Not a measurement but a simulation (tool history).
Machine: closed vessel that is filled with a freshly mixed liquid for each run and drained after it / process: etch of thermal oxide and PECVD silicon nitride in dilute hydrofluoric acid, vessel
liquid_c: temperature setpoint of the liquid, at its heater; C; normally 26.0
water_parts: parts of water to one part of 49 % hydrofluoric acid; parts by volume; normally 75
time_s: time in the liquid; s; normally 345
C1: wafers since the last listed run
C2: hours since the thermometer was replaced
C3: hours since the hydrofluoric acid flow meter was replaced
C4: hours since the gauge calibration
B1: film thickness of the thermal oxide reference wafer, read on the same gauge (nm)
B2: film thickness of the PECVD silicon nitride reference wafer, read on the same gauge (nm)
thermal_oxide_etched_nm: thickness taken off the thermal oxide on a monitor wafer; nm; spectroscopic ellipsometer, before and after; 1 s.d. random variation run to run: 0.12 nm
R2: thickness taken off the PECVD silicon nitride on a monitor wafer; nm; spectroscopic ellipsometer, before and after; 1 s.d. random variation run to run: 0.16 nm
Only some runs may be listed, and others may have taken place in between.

run 1 day=0.000 | liquid_c=26.0 water_parts=75 time_s=345 | C1=0 C2=1612.8 C3=2407.9 C4=181.8 | B1=149.99 B2=140.00 | thermal_oxide_etched_nm=29.63 R2=21.07
run 2 day=0.362 | liquid_c=26.0 water_parts=55 time_s=450 | C1=676 C2=1621.5 C3=2416.6 C4=190.5 | B1=150.03 B2=140.02 | thermal_oxide_etched_nm=54.51 R2=38.16
run 3 day=1.054 | liquid_c=26.0 water_parts=55 time_s=450 | C1=1290 C2=1638.1 C3=2433.2 C4=207.1 | B1=150.02 B2=139.98 | thermal_oxide_etched_nm=54.16 R2=37.35
run 4 day=1.400 | liquid_c=22.0 water_parts=95 time_s=290 | C1=645 C2=1646.4 C3=2441.5 C4=215.4 | B1=149.99 B2=139.96 | thermal_oxide_etched_nm=16.45 R2=10.81
run 5 day=1.742 | liquid_c=26.0 water_parts=75 time_s=345 | C1=637 C2=1654.6 C3=2449.7 C4=223.6 | B1=150.00 B2=140.02 | thermal_oxide_etched_nm=30.08 R2=20.80
run 6 day=2.012 | liquid_c=23.0 water_parts=90 time_s=490 | C1=505 C2=1661.1 C3=2456.2 C4=230.1 | B1=150.00 B2=140.03 | thermal_oxide_etched_nm=30.61 R2=20.58
run 7 day=2.479 | liquid_c=26.0 water_parts=75 time_s=345 | C1=871 C2=1672.3 C3=2467.4 C4=241.3 | B1=150.01 B2=139.97 | thermal_oxide_etched_nm=29.65 R2=21.46
run 8 day=2.838 | liquid_c=22.5 water_parts=55 time_s=145 | C1=668 C2=1680.9 C3=2476.0 C4=249.9 | B1=150.01 B2=139.99 | thermal_oxide_etched_nm=15.23 R2=9.58
-- day=3.221 hydrofluoric acid flow meter replaced
run 9 day=3.512 | liquid_c=22.0 water_parts=45 time_s=345 | C1=1182 C2=1697.1 C3=7.0 C4=266.1 | B1=150.01 B2=140.03 | thermal_oxide_etched_nm=44.17 R2=27.28
run 10 day=4.112 | liquid_c=26.0 water_parts=75 time_s=345 | C1=1119 C2=1711.5 C3=21.4 C4=280.5 | B1=150.01 B2=140.00 | thermal_oxide_etched_nm=29.96 R2=21.39
-- day=4.492 thermometer replaced
run 11 day=4.838 | liquid_c=26.0 water_parts=75 time_s=345 | C1=1275 C2=8.3 C3=38.8 C4=297.9 | B1=150.00 B2=139.97 | thermal_oxide_etched_nm=31.21 R2=22.91
-- day=4.954 gauge calibrated
run 12 day=5.388 | liquid_c=26.0 water_parts=105 time_s=430 | C1=1026 C2=21.5 C3=52.0 C4=10.4 | B1=150.01 B2=139.98 | thermal_oxide_etched_nm=26.58 R2=20.18
run 13 day=5.904 | liquid_c=26.0 water_parts=75 time_s=205 | C1=964 C2=33.9 C3=64.4 C4=22.8 | B1=149.99 B2=140.01 | thermal_oxide_etched_nm=18.41 R2=13.58
run 14 day=6.258 | liquid_c=23.0 water_parts=55 time_s=455 | C1=661 C2=42.4 C3=72.9 C4=31.3 | B1=149.99 B2=139.99 | thermal_oxide_etched_nm=51.52 R2=33.94
run 15 day=7.004 | liquid_c=22.0 water_parts=75 time_s=345 | C1=1392 C2=60.3 C3=90.8 C4=49.2 | B1=149.99 B2=140.00 | thermal_oxide_etched_nm=26.34 R2=17.99
run 16 day=7.412 | liquid_c=26.0 water_parts=75 time_s=345 | C1=762 C2=70.1 C3=100.6 C4=59.0 | B1=150.01 B2=140.02 | thermal_oxide_etched_nm=31.28 R2=23.26
-- day=7.692 thermometer replaced, repeated, since the last time left the tool worse
run 17 day=8.021 | liquid_c=26.0 water_parts=75 time_s=345 | C1=1057 C2=7.9 C3=115.2 C4=73.6 | B1=150.00 B2=140.01 | thermal_oxide_etched_nm=27.77 R2=18.91
run 18 day=8.462 | liquid_c=21.5 water_parts=105 time_s=345 | C1=824 C2=18.5 C3=125.8 C4=84.2 | B1=150.01 B2=139.99 | thermal_oxide_etched_nm=15.79 R2=10.09
run 19 day=8.996 | liquid_c=26.0 water_parts=75 time_s=345 | C1=995 C2=31.3 C3=138.6 C4=97.0 | B1=149.98 B2=139.95 | thermal_oxide_etched_nm=27.55 R2=18.91
run 20 day=9.696 | liquid_c=26.0 water_parts=75 time_s=520 | C1=1306 C2=48.1 C3=155.4 C4=113.8 | B1=149.97 B2=139.98 | thermal_oxide_etched_nm=41.30 R2=28.37
run 21 day=10.000 | liquid_c=29.0 water_parts=40 time_s=290 | C1=567 C2=55.4 C3=162.7 C4=121.1 | B1=150.01 B2=140.00 | thermal_oxide_etched_nm=51.44 R2=36.03
run 22 day=10.312 | liquid_c=26.0 water_parts=105 time_s=430 | C1=583 C2=62.9 C3=170.2 C4=128.6 | B1=150.02 B2=140.01 | thermal_oxide_etched_nm=23.79 R2=16.84
run 23 day=10.671 | liquid_c=21.5 water_parts=85 time_s=245 | C1=668 C2=71.5 C3=178.8 C4=137.2 | B1=150.00 B2=140.00 | thermal_oxide_etched_nm=14.18 R2=8.88
run 24 day=11.312 | liquid_c=24.0 water_parts=90 time_s=345 | C1=1197 C2=86.9 C3=194.2 C4=152.6 | B1=150.00 B2=140.01 | thermal_oxide_etched_nm=20.84 R2=13.73
run 25 day=11.862 | liquid_c=26.0 water_parts=75 time_s=160 | C1=1026 C2=100.1 C3=207.4 C4=165.8 | B1=150.01 B2=140.01 | thermal_oxide_etched_nm=12.97 R2=8.83
run 26 day=12.125 | liquid_c=26.0 water_parts=100 time_s=220 | C1=489 C2=106.4 C3=213.7 C4=172.1 | B1=150.02 B2=140.02 | thermal_oxide_etched_nm=12.85 R2=9.00

Below are 3 alternative next runs, each starting from the tool's condition after run 26. Predict each:
run A day=12.154 | liquid_c=26.0 water_parts=55 time_s=345 | C1=54 C2=107.1 C3=214.4 C4=172.8 | B1=? B2=? | thermal_oxide_etched_nm=? R2=?
run B day=12.154 | liquid_c=23.0 water_parts=75 time_s=420 | C1=54 C2=107.1 C3=214.4 C4=172.8 | B1=? B2=? | thermal_oxide_etched_nm=? R2=?
run C day=12.154 | liquid_c=29.5 water_parts=75 time_s=345 | C1=54 C2=107.1 C3=214.4 C4=172.8 | B1=? B2=? | thermal_oxide_etched_nm=? R2=?

run=A B1=149.99 B2=139.97 thermal_oxide_etched_nm=38.83 R2=25.26
run=B B1=149.99 B2=139.97 thermal_oxide_etched_nm=29.91 R2=18.56
run=C B1=149.99 B2=139.97 thermal_oxide_etched_nm=31.76 R2=23.32
The same runs, with their run-to-run variation unchanged, on a tool lacking any hidden condition would have given:
run=A thermal_oxide_etched_nm=38.49 R2=24.89
run=B thermal_oxide_etched_nm=29.64 R2=18.29
run=C thermal_oxide_etched_nm=31.49 R2=22.99

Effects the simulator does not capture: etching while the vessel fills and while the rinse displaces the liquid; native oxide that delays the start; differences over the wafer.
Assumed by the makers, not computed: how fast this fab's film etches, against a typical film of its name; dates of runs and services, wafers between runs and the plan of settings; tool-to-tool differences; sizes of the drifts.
